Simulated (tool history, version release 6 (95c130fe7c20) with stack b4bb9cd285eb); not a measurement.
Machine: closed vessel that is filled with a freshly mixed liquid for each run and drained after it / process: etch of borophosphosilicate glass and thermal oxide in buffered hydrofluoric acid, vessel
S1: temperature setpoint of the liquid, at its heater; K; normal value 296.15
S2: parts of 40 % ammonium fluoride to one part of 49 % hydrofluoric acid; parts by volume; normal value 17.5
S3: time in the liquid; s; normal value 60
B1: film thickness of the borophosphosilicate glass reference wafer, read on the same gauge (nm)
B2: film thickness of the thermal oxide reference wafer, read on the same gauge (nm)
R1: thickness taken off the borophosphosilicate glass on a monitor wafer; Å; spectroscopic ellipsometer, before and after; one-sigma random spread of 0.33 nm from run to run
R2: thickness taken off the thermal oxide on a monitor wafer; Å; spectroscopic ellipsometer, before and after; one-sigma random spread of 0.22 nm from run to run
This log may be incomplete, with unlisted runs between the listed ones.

run	day	S1	S2	S3	B1	B2	R1	R2
1	0.000	292.65	17.5	50	119.98	60.00	414.6	292.1
2	1.025	292.65	17.5	50	119.99	59.99	413.9	289.9
# day 1.417: thermometer replaced
3	2.196	292.65	17.5	50	119.98	60.00	377.9	265.3
4	3.629	296.15	17.5	60	119.99	59.99	546.8	385.5
5	5.083	296.15	17.5	60	120.00	60.01	554.6	390.9
6	5.596	296.15	17.5	85	120.02	59.98	779.1	550.3
7	6.504	296.15	17.5	85	120.01	60.01	788.1	554.5
8	7.383	296.15	17.5	60	120.04	60.01	556.3	385.8
9	8.358	296.15	17.5	60	120.00	60.01	557.7	391.0
# day 9.696: hydrofluoric acid flow meter replaced
# day 10.467: gauge calibrated
10	11.600	291.15	13.5	50	120.00	59.99	453.6	312.0
11	12.125	296.15	17.5	60	119.98	59.99	546.8	384.8
12	13.325	296.15	17.5	60	120.02	60.00	546.6	384.8
13	14.750	291.65	17.5	40	120.03	60.01	290.9	200.3
14	15.904	296.15	20.0	60	120.02	60.00	484.6	338.0
15	16.588	298.65	17.5	60	119.99	60.00	623.5	442.1
16	17.800	294.15	17.5	40	120.01	60.01	328.1	233.2
17	19.271	294.65	17.5	60	120.02	60.00	513.4	359.1
18	19.821	294.15	13.5	35	120.00	59.98	381.0	265.4
19	23.975	296.15	11.5	60	120.01	60.00	854.1	596.3
20	25.317	296.15	20.0	60	119.98	59.99	496.9	345.1
21	26.642	296.15	22.0	45	120.01	60.00	346.4	244.8
22	27.438	296.15	14.5	80	119.99	59.99	920.5	639.2
23	28.596	296.15	17.5	60	120.04	60.00	570.2	402.9
24	29.554	296.15	17.5	35	120.00	60.00	333.6	233.2
25	30.112	294.15	17.5	60	120.03	60.02	512.7	357.5

Had the tool no unlogged condition, and each run kept its random variation, what would the results have been?
Hidden conditions of the tool in this case: liquid hotter than its thermometer reads (K); hydrofluoric acid flow above the setpoint (%); gauge reads high (%).
run	R1	R2
1	360.6	253.7
2	359.0	251.2
3	364.7	256.0
4	526.1	370.8
5	531.5	374.5
6	745.5	526.5
7	752.2	529.2
8	530.0	367.5
9	529.8	371.4
10	440.2	302.6
11	530.2	373.0
12	528.6	372.1
13	280.0	192.8
14	465.3	324.4
15	597.9	423.9
16	313.3	222.6
17	488.7	341.7
18	362.1	252.1
19	803.1	560.5
20	465.6	323.1
21	325.1	229.7
22	857.7	595.3
23	529.8	374.2
24	309.2	216.0
25	474.1	330.4
